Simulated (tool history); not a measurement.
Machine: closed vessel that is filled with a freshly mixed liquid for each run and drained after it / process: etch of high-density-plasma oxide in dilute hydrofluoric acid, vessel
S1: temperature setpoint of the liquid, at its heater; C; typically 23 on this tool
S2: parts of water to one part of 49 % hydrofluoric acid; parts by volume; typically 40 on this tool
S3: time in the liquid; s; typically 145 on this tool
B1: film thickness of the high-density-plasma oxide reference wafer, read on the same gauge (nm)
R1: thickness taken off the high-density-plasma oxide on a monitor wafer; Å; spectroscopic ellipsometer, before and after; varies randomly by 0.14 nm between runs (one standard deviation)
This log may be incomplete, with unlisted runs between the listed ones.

{"run": 1, "hour": 0.0, "S1": 23, "S2": 40, "S3": 145, "B1": 90.01, "R1": 203.5}
{"run": 2, "hour": 32.8, "S1": 23, "S2": 40, "S3": 145, "B1": 90, "R1": 202.9}
{"run": 3, "hour": 68.9, "S1": 23, "S2": 40, "S3": 145, "B1": 90.01, "R1": 201}
{"run": 4, "hour": 125.6, "S1": 23, "S2": 45, "S3": 105, "B1": 90.05, "R1": 131.2}
{"run": 5, "hour": 167.0, "S1": 23, "S2": 40, "S3": 145, "B1": 89.98, "R1": 201.3}
{"run": 6, "hour": 216.0, "S1": 23, "S2": 40, "S3": 145, "B1": 89.97, "R1": 201.6}
{"run": 7, "hour": 245.5, "S1": 23, "S2": 40, "S3": 145, "B1": 90.01, "R1": 201.4}
{"run": 8, "hour": 303.4, "S1": 23, "S2": 30, "S3": 145, "B1": 89.99, "R1": 270.7}
{"run": 9, "hour": 327.7, "S1": 23, "S2": 40, "S3": 145, "B1": 89.99, "R1": 201.6}
{"run": 10, "hour": 385.8, "S1": 23, "S2": 40, "S3": 65, "B1": 89.98, "R1": 88.9}
{"run": 11, "hour": 472.7, "S1": 26.5, "S2": 40, "S3": 100, "B1": 90, "R1": 159.7}
{"hour": 493.5, "done": "hydrofluoric acid flow meter replaced"}
{"run": 12, "hour": 516.1, "S1": 28, "S2": 25, "S3": 145, "B1": 89.97, "R1": 378.3}
{"hour": 560.6, "done": "thermometer replaced"}
{"run": 13, "hour": 561.7, "S1": 19, "S2": 20, "S3": 145, "B1": 90, "R1": 336.9}
{"run": 14, "hour": 590.6, "S1": 18.5, "S2": 40, "S3": 195, "B1": 89.99, "R1": 217}
{"run": 15, "hour": 655.7, "S1": 21, "S2": 40, "S3": 145, "B1": 89.99, "R1": 177.1}
{"hour": 710.9, "done": "gauge calibrated"}
{"run": 16, "hour": 718.2, "S1": 26, "S2": 40, "S3": 145, "B1": 90.03, "R1": 219.7}
{"run": 17, "hour": 763.1, "S1": 23, "S2": 20, "S3": 225, "B1": 90.01, "R1": 623.3}
{"run": 18, "hour": 837.1, "S1": 23, "S2": 40, "S3": 145, "B1": 90.03, "R1": 192.6}
{"run": 19, "hour": 957.2, "S1": 23, "S2": 35, "S3": 145, "B1": 89.98, "R1": 220.3}
{"run": 20, "hour": 989.8, "S1": 27, "S2": 40, "S3": 145, "B1": 90.01, "R1": 229.8}
{"run": 21, "hour": 1052.5, "S1": 26.5, "S2": 50, "S3": 90, "B1": 90.01, "R1": 108.6}
{"run": 22, "hour": 1120.3, "S1": 26, "S2": 25, "S3": 170, "B1": 90, "R1": 408.2}
{"run": 23, "hour": 1153.8, "S1": 21, "S2": 40, "S3": 145, "B1": 90.01, "R1": 174.3}
{"run": 24, "hour": 1187.7, "S1": 23, "S2": 40, "S3": 145, "B1": 90.01, "R1": 190}
{"run": 25, "hour": 1235.4, "S1": 23, "S2": 55, "S3": 75, "B1": 90, "R1": 71.4}
{"hour": 1242.8, "done": "thermometer replaced"}
{"run": 26, "hour": 1369.2, "S1": 23, "S2": 40, "S3": 105, "B1": 90.01, "R1": 142.6}
{"run": 27, "hour": 1419.4, "S1": 20, "S2": 25, "S3": 115, "B1": 90, "R1": 225.1}
{"run": 28, "hour": 1477.9, "S1": 25, "S2": 20, "S3": 110, "B1": 90.01, "R1": 333.7}
{"run": 29, "hour": 1514.5, "S1": 26.5, "S2": 50, "S3": 90, "B1": 90.02, "R1": 111.3}
{"run": 30, "hour": 1539.4, "S1": 23, "S2": 40, "S3": 175, "B1": 90, "R1": 238.6}
{"run": 31, "hour": 1567.0, "S1": 26, "S2": 40, "S3": 175, "B1": 90.01, "R1": 268.5}

List, for all runs, the conditions of the tool that the log does not record:
gauge reads high (%): 0 across all the runs
H1: liquid colder than its thermometer reads (K)
H2: hydrofluoric acid flow above the setpoint (%)
run=1 H1=0.173 H2=4.72
run=2 H1=0.216 H2=4.79
run=3 H1=0.263 H2=4.88
run=4 H1=0.337 H2=5.01
run=5 H1=0.391 H2=5.1
run=6 H1=0.455 H2=5.21
run=7 H1=0.493 H2=5.28
run=8 H1=0.568 H2=5.42
run=9 H1=0.6 H2=5.47
run=10 H1=0.676 H2=5.61
run=11 H1=0.789 H2=5.81
run=12 H1=0.845 H2=0.0618
run=13 H1=0.0181 H2=0.167
run=14 H1=0.0557 H2=0.234
run=15 H1=0.141 H2=0.384
run=16 H1=0.222 H2=0.528
run=17 H1=0.28 H2=0.631
run=18 H1=0.377 H2=0.802
run=19 H1=0.533 H2=1.08
run=20 H1=0.576 H2=1.15
run=21 H1=0.657 H2=1.3
run=22 H1=0.745 H2=1.45
run=23 H1=0.789 H2=1.53
run=24 H1=0.833 H2=1.61
run=25 H1=0.895 H2=1.72
run=26 H1=0.179 H2=2.03
run=27 H1=0.244 H2=2.14
run=28 H1=0.32 H2=2.28
run=29 H1=0.368 H2=2.36
run=30 H1=0.4 H2=2.42
run=31 H1=0.436 H2=2.48
